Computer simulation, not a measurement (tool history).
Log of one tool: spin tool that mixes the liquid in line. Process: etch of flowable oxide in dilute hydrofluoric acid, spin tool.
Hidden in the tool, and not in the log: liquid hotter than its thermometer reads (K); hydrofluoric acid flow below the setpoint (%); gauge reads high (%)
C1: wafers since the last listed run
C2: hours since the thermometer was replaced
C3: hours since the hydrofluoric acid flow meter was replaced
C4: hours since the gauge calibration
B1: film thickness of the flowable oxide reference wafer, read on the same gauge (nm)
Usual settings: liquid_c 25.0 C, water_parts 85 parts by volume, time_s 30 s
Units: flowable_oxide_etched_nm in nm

{"run": 1, "day": 0.0, "liquid_c": 25.0, "water_parts": 85, "time_s": 30, "C1": 0, "C2": 344.0, "C3": 1802.9, "C4": 522.9, "B1": 40.0, "flowable_oxide_etched_nm": 9.9}
{"run": 2, "day": 0.808, "liquid_c": 22.5, "water_parts": 85, "time_s": 45, "C1": 300, "C2": 363.4, "C3": 1822.3, "C4": 542.3, "B1": 40.03, "flowable_oxide_etched_nm": 13.54}
{"run": 3, "day": 1.521, "liquid_c": 22.5, "water_parts": 85, "time_s": 45, "C1": 264, "C2": 380.5, "C3": 1839.4, "C4": 559.4, "B1": 40.01, "flowable_oxide_etched_nm": 13.58}
{"run": 4, "day": 4.808, "liquid_c": 22.5, "water_parts": 85, "time_s": 45, "C1": 1220, "C2": 459.4, "C3": 1918.3, "C4": 638.3, "B1": 40.0, "flowable_oxide_etched_nm": 13.55}
{"run": 5, "day": 8.846, "liquid_c": 25.0, "water_parts": 85, "time_s": 30, "C1": 1499, "C2": 556.3, "C3": 2015.2, "C4": 735.2, "B1": 40.01, "flowable_oxide_etched_nm": 10.18}
{"run": 6, "day": 9.95, "liquid_c": 25.0, "water_parts": 85, "time_s": 30, "C1": 410, "C2": 582.8, "C3": 2041.7, "C4": 761.7, "B1": 40.01, "flowable_oxide_etched_nm": 10.25}
{"run": 7, "day": 11.229, "liquid_c": 25.0, "water_parts": 85, "time_s": 30, "C1": 475, "C2": 613.5, "C3": 2072.4, "C4": 792.4, "B1": 39.97, "flowable_oxide_etched_nm": 10.12}
{"run": 8, "day": 11.738, "liquid_c": 25.0, "water_parts": 85, "time_s": 30, "C1": 188, "C2": 625.7, "C3": 2084.6, "C4": 804.6, "B1": 39.97, "flowable_oxide_etched_nm": 10.23}
{"run": 9, "day": 13.225, "liquid_c": 25.0, "water_parts": 85, "time_s": 30, "C1": 552, "C2": 661.4, "C3": 2120.3, "C4": 840.3, "B1": 40.0, "flowable_oxide_etched_nm": 10.14}
{"run": 10, "day": 13.958, "liquid_c": 25.0, "water_parts": 85, "time_s": 30, "C1": 272, "C2": 679.0, "C3": 2137.9, "C4": 857.9, "B1": 39.99, "flowable_oxide_etched_nm": 10.27}
{"run": 11, "day": 15.029, "liquid_c": 25.0, "water_parts": 85, "time_s": 30, "C1": 397, "C2": 704.7, "C3": 2163.6, "C4": 883.6, "B1": 39.99, "flowable_oxide_etched_nm": 10.39}
{"run": 12, "day": 15.604, "liquid_c": 25.0, "water_parts": 85, "time_s": 30, "C1": 213, "C2": 718.5, "C3": 2177.4, "C4": 897.4, "B1": 39.97, "flowable_oxide_etched_nm": 10.28}
{"run": 13, "day": 16.662, "liquid_c": 23.5, "water_parts": 95, "time_s": 30, "C1": 393, "C2": 743.9, "C3": 2202.8, "C4": 922.8, "B1": 39.98, "flowable_oxide_etched_nm": 8.65}
{"run": 14, "day": 17.229, "liquid_c": 22.5, "water_parts": 70, "time_s": 20, "C1": 210, "C2": 757.5, "C3": 2216.4, "C4": 936.4, "B1": 40.02, "flowable_oxide_etched_nm": 7.65}
{"day": 18.625, "done": "gauge calibrated"}
{"run": 15, "day": 19.621, "liquid_c": 28.5, "water_parts": 105, "time_s": 30, "C1": 888, "C2": 814.9, "C3": 2273.8, "C4": 23.9, "B1": 39.95, "flowable_oxide_etched_nm": 9.31}
{"day": 20.158, "done": "thermometer replaced"}
{"day": 20.221, "done": "hydrofluoric acid flow meter replaced"}
{"run": 16, "day": 20.521, "liquid_c": 21.0, "water_parts": 50, "time_s": 15, "C1": 303, "C2": 8.7, "C3": 7.2, "C4": 45.5, "B1": 40.02, "flowable_oxide_etched_nm": 7.57}
{"run": 17, "day": 21.396, "liquid_c": 21.0, "water_parts": 100, "time_s": 20, "C1": 324, "C2": 29.7, "C3": 28.2, "C4": 66.5, "B1": 39.97, "flowable_oxide_etched_nm": 4.67}
{"run": 18, "day": 22.688, "liquid_c": 25.0, "water_parts": 85, "time_s": 15, "C1": 479, "C2": 60.7, "C3": 59.2, "C4": 97.5, "B1": 39.95, "flowable_oxide_etched_nm": 4.93}
{"run": 19, "day": 23.658, "liquid_c": 28.0, "water_parts": 120, "time_s": 35, "C1": 360, "C2": 84.0, "C3": 82.5, "C4": 120.8, "B1": 39.99, "flowable_oxide_etched_nm": 8.78}
{"run": 20, "day": 24.792, "liquid_c": 25.0, "water_parts": 85, "time_s": 30, "C1": 420, "C2": 111.2, "C3": 109.7, "C4": 148.0, "B1": 40.0, "flowable_oxide_etched_nm": 9.9}
{"run": 21, "day": 25.5, "liquid_c": 29.0, "water_parts": 105, "time_s": 35, "C1": 263, "C2": 128.2, "C3": 126.7, "C4": 165.0, "B1": 39.98, "flowable_oxide_etched_nm": 10.64}
{"run": 22, "day": 26.229, "liquid_c": 25.0, "water_parts": 85, "time_s": 30, "C1": 270, "C2": 145.7, "C3": 144.2, "C4": 182.5, "B1": 40.02, "flowable_oxide_etched_nm": 9.92}
{"run": 23, "day": 27.617, "liquid_c": 25.0, "water_parts": 60, "time_s": 30, "C1": 515, "C2": 179.0, "C3": 177.5, "C4": 215.8, "B1": 40.01, "flowable_oxide_etched_nm": 14.47}
{"run": 24, "day": 28.242, "liquid_c": 25.0, "water_parts": 85, "time_s": 30, "C1": 232, "C2": 194.0, "C3": 192.5, "C4": 230.8, "B1": 40.01, "flowable_oxide_etched_nm": 10.06}
{"run": 25, "day": 29.142, "liquid_c": 25.0, "water_parts": 85, "time_s": 30, "C1": 334, "C2": 215.6, "C3": 214.1, "C4": 252.4, "B1": 39.97, "flowable_oxide_etched_nm": 9.98}
{"run": 26, "day": 30.567, "liquid_c": 27.0, "water_parts": 115, "time_s": 30, "C1": 529, "C2": 249.8, "C3": 248.3, "C4": 286.6, "B1": 40.0, "flowable_oxide_etched_nm": 7.65}
{"run": 27, "day": 31.775, "liquid_c": 25.0, "water_parts": 50, "time_s": 50, "C1": 448, "C2": 278.8, "C3": 277.3, "C4": 315.6, "B1": 40.01, "flowable_oxide_etched_nm": 29.95}

How the hidden state differs across the entries between the runs, from the last listed run before each to the first after it:
Between runs 14 and 15: gauge calibrated (day 18.625)
  liquid hotter than its thermometer reads (K): 1.84 -> 1.97
  measured less the result without the state, flowable_oxide_etched_nm: +0.55 -> +0.66 nm
Between runs 15 and 16: thermometer replaced (day 20.158); hydrofluoric acid flow meter replaced (day 20.221)
  liquid hotter than its thermometer reads (K): 1.97 -> 0.607
  measured less the result without the state, flowable_oxide_etched_nm: +0.66 -> +0.19 nm
